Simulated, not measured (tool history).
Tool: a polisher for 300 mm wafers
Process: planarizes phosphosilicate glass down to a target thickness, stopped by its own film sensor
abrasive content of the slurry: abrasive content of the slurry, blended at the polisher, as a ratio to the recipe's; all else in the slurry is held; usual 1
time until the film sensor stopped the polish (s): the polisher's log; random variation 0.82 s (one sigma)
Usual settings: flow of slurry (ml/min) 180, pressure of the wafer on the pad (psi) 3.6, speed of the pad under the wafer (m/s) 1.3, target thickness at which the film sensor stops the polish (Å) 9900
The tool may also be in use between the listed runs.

run,day,flow of slurry (ml/min),pressure of the wafer on the pad (psi),speed of the pad under the wafer (m/s),abrasive content of the slurry,target thickness at which the film sensor stops the polish (Å),wafers since the last listed run,wafers polished on this pad,hours since the slurry nozzle was cleaned,hours since the head pressure was calibrated,hours since the slurry blender was calibrated,hours since the conditioning disc was replaced,"incoming thickness of the incoming film, nm",time until the film sensor stopped the polish (s)
1,0,180,3.6,1.3,1,9900,0,538,228.2,162.5,294,64.3,1698.5,64.5
# day 1.221: slurry blender recalibrated
2,1.242,180,3.6,1.3,1,9900,228,766,258,192.3,0.5,94.1,1741.5,69.7
3,2.508,180,3.6,1.3,1,10980,249,1015,288.4,222.7,30.9,124.5,1693.8,54.8
# day 3.112: worn pad replaced by a new one
4,3.954,180,3.6,1.3,1,10980,251,165,323.1,257.4,65.6,159.2,1714,56.2
5,4.462,180,3.6,1.3,1,10980,100,265,335.3,269.6,77.8,171.4,1721.1,56.5
6,5.412,180,3.6,1.3,1,9900,186,452,358.1,292.4,100.6,194.2,1712.8,65.7
7,6.458,180,3.6,1.3,1,9900,205,658,383.2,317.5,125.7,219.3,1728.8,68.1
8,7.867,180,3.6,1.3,1,9900,277,935,417,351.3,159.5,253.1,1742.4,71
9,9.288,180,3.6,1.3,1,9900,279,1215,451.1,385.4,193.6,287.2,1724.7,71
# day 10.162: worn pad replaced by a new one
10,10.717,180,4.3,1.18,1.2,9900,248,109,485.4,419.7,227.9,321.5,1703.2,55
11,11.967,180,3.6,1.3,1,9900,246,355,515.4,449.7,257.9,351.5,1737.9,68.9
12,12.846,180,2.8,1.3,0.9,9900,173,528,536.5,470.8,279,372.6,1700.1,83.6
# day 13.854: slurry blender recalibrated
13,13.938,215,2.7,1.3,1,7720,198,726,562.7,497,2,398.8,1712.5,107.5
# day 15.221: head pressure recalibrated
14,15.242,180,3.6,1.3,1,9900,240,967,594,0.5,33.3,430.1,1730.5,70.2
# day 15.825: worn pad replaced by a new one
15,16.479,155,2.5,1.3,1.15,9200,210,128,623.7,30.2,63,459.8,1728,90.3
# day 16.625: slurry nozzle cleaned
# day 18.738: conditioning disc replaced and pad reconditioned
16,20.579,180,2.3,1.56,0.9,10800,782,911,94.9,128.6,161.4,44.2,1745.1,78.1
# day 21.792: worn pad replaced by a new one
17,21.996,180,4.3,1.3,0.8,9900,246,39,128.9,162.6,195.4,78.2,1747,67.1
18,22.758,180,2.8,1.3,1,9900,150,189,147.2,180.9,213.7,96.5,1695.4,77.7
19,24.196,180,3.6,1.3,1,9900,282,472,181.7,215.4,248.2,131,1728.7,68.1

3 ways to go on from here, each from the tool as it stands after run 19. What would each give?
A,24.212,180,3.6,1.46,1,9900,3,476,182.1,215.8,248.6,131.4,1730,?
B,24.212,125,3.6,1.3,1,11030,3,476,182.1,215.8,248.6,131.4,1730,?
C,24.212,115,3.6,1.3,1.1,12060,3,476,182.1,215.8,248.6,131.4,1730,?

run,time until the film sensor stopped the polish (s)
A,61.4
B,60.1
C,48.7
Without the tool's hidden state the same runs would have given:
run,time until the film sensor stopped the polish (s)
A,60
B,58.7
C,47.5

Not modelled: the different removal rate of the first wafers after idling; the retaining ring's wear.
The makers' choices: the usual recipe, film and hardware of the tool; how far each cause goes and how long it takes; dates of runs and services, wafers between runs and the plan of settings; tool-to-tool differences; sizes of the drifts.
